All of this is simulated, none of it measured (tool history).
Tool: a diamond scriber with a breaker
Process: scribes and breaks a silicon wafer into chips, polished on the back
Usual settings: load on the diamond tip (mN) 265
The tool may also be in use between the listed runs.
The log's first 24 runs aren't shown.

| run | hour | load on the diamond tip (mN) | wafers since the last listed run | hours since the diamond tip was replaced | hours since the load on the tip was calibrated | incoming depth of the damage left on the back of the incoming wafer, um | depth of the median crack under the scribed line (um) | chips rejected at inspection after the break (%) |
|---|---|---|---|---|---|---|---|---|
| 25 | 1842.2 | 265 | 162 | 222.4 | 185.2 | 0.03 | 13.95 | 1.61 |
| 26 | 1907.6 | 305 | 146 | 287.8 | 250.6 | 0.04 | 15.46 | 4.38 |
| 27 | 2004.2 | 315 | 217 | 384.4 | 347.2 | 0.04 | 15.46 | 5.67 |
| 28 | 2078.1 | 212 | 166 | 458.3 | 421.1 | 0.01 | 11.49 | 12.56 |
|  | 2363.2 | diamond tip replaced by a new one |
| 29 | 2389.4 | 265 | 695 | 26.2 | 732.4 | 0.03 | 13.91 | 1.51 |
| 30 | 2458.0 | 245 | 154 | 94.8 | 801.0 | 0.02 | 13.21 | 2.71 |
| 31 | 2553.0 | 324 | 213 | 189.8 | 896.0 | 0.01 | 16.08 | 8.02 |
| 32 | 2659.0 | 298 | 238 | 295.8 | 1002.0 | 0.02 | 15.16 | 3.44 |
| 33 | 2718.7 | 196 | 134 | 355.5 | 1061.7 | 0.03 | 10.96 | 16.23 |
| 34 | 2817.6 | 265 | 222 | 454.4 | 1160.6 | 0.03 | 13.63 | 1.73 |
| 35 | 2857.2 | 211 | 89 | 494.0 | 1200.2 | 0.01 | 11.43 | 15.32 |
| 36 | 2928.4 | 265 | 160 | 565.2 | 1271.4 | 0.02 | 13.43 | 1.91 |
| 37 | 3023.6 | 265 | 213 | 660.4 | 1366.6 | 0.04 | 13.31 | 2.42 |
| 38 | 3083.1 | 302 | 133 | 719.9 | 1426.1 | 0.03 | 14.48 | 1.91 |
| 39 | 3138.1 | 224 | 123 | 774.9 | 1481.1 | 0.05 | 11.33 | 13.46 |
|  | 3157.2 | diamond tip replaced by a new one |
| 40 | 3211.5 | 265 | 160 | 54.3 | 1554.5 | 0.04 | 13.80 | 1.49 |
| 41 | 3249.5 | 296 | 85 | 92.3 | 1592.5 | 0.03 | 14.99 | 3.73 |

Forecast each of these 4 alternatives for the next run:
| A | 3250.2 | 265 | 1 | 93.0 | 1593.2 | 0.03 | ? | ? |
| B | 3250.2 | 214 | 1 | 93.0 | 1593.2 | 0.03 | ? | ? |
| C | 3250.2 | 335 | 1 | 93.0 | 1593.2 | 0.03 | ? | ? |
| D | 3250.2 | 316 | 1 | 93.0 | 1593.2 | 0.03 | ? | ? |

| run | depth of the median crack under the scribed line (um) | chips rejected at inspection after the break (%) |
|---|---|---|
| A | 13.72 | 1.53 |
| B | 11.67 | 9.88 |
| C | 16.31 | 10.66 |
| D | 15.63 | 6.79 |
Without the tool's hidden state the same runs would have given:
| run | depth of the median crack under the scribed line (um) | chips rejected at inspection after the break (%) |
|---|---|---|
| A | 13.74 | 1.53 |
| B | 11.69 | 9.73 |
| C | 16.33 | 10.82 |
| D | 15.65 | 6.91 |
